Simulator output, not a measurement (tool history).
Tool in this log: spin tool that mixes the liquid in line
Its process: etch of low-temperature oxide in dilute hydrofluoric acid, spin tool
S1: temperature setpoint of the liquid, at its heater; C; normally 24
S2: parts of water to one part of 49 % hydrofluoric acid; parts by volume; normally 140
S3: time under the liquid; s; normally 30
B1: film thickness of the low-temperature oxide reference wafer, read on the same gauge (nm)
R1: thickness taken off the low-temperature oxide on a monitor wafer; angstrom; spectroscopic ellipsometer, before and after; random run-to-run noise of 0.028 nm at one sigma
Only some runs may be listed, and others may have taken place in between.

| run | hour | S1 | S2 | S3 | B1 | R1 |
|---|---|---|---|---|---|---|
| 1 | 0 | 24 | 140 | 30 | 79.99 | 61.6 |
| 2 | 8.7 | 24 | 140 | 30 | 80 | 62.2 |
| 3 | 16 | 24 | 140 | 40 | 79.98 | 83.1 |
| 4 | 33.1 | 24 | 140 | 40 | 80 | 83.3 |
| 5 | 48.7 | 24 | 140 | 40 | 79.98 | 82.3 |
| 6 | 64.9 | 24 | 140 | 30 | 80.01 | 62.3 |
| 7 | 82.7 | 24 | 140 | 30 | 79.99 | 62.4 |
|  | 84.6 | thermometer replaced |
| 8 | 96.8 | 24 | 100 | 30 | 80.01 | 91.2 |
| 9 | 112 | 24 | 100 | 30 | 80.02 | 91 |
| 10 | 129.7 | 24 | 140 | 30 | 80 | 62.9 |
| 11 | 162.5 | 24 | 140 | 15 | 80 | 31.1 |
| 12 | 182.7 | 24 | 140 | 15 | 79.98 | 31.5 |
| 13 | 197.2 | 24 | 90 | 30 | 79.99 | 103.9 |
| 14 | 213.9 | 24 | 210 | 15 | 80 | 19.6 |
| 15 | 245.4 | 22.5 | 140 | 30 | 79.98 | 59.5 |
|  | 248.8 | hydrofluoric acid flow meter replaced |
| 16 | 261.8 | 24 | 190 | 30 | 79.99 | 40.3 |
| 17 | 301.5 | 24 | 185 | 30 | 80.01 | 41 |
|  | 302.4 | gauge calibrated |
| 18 | 319.5 | 24 | 140 | 30 | 80.02 | 58 |
| 19 | 331.4 | 20 | 115 | 40 | 80 | 82.3 |
| 20 | 343.7 | 24 | 195 | 30 | 79.99 | 38.7 |
| 21 | 351.7 | 20 | 115 | 40 | 80.01 | 82.1 |
| 22 | 368.2 | 19 | 80 | 30 | 80.01 | 88.6 |
| 23 | 381 | 27 | 160 | 40 | 79.98 | 74.3 |
| 24 | 392.8 | 24 | 100 | 35 | 80.02 | 99.1 |
| 25 | 408.9 | 24 | 85 | 30 | 79.99 | 102.2 |
| 26 | 416.3 | 28.5 | 140 | 30 | 80.02 | 68.3 |
| 27 | 432.7 | 26 | 140 | 45 | 80 | 93.5 |
| 28 | 444.8 | 22 | 85 | 40 | 80 | 125.8 |
| 29 | 453.3 | 26 | 140 | 45 | 80 | 94.4 |
| 30 | 461.5 | 24 | 95 | 30 | 80 | 89.9 |
| 31 | 472.8 | 24 | 140 | 30 | 79.99 | 58.9 |
| 32 | 489.9 | 24 | 140 | 30 | 79.99 | 58.3 |
| 33 | 503.6 | 19 | 90 | 40 | 79.99 | 104.5 |

Below are 4 alternative next runs, each starting from the tool's condition after run 33. Predict each:
| A | 504 | 24 | 80 | 30 | ? | ? |
| B | 504 | 21 | 140 | 40 | ? | ? |
| C | 504 | 26 | 105 | 40 | ? | ? |
| D | 504 | 26.5 | 165 | 40 | ? | ? |

| run | B1 | R1 |
|---|---|---|
| A | 80 | 109.8 |
| B | 80 | 69.3 |
| C | 80 | 117 |
| D | 80 | 70.6 |
What these runs would have given with no unlogged condition in the tool:
| run | R1 |
|---|---|
| A | 106.6 |
| B | 67.2 |
| C | 113.6 |
| D | 68.4 |
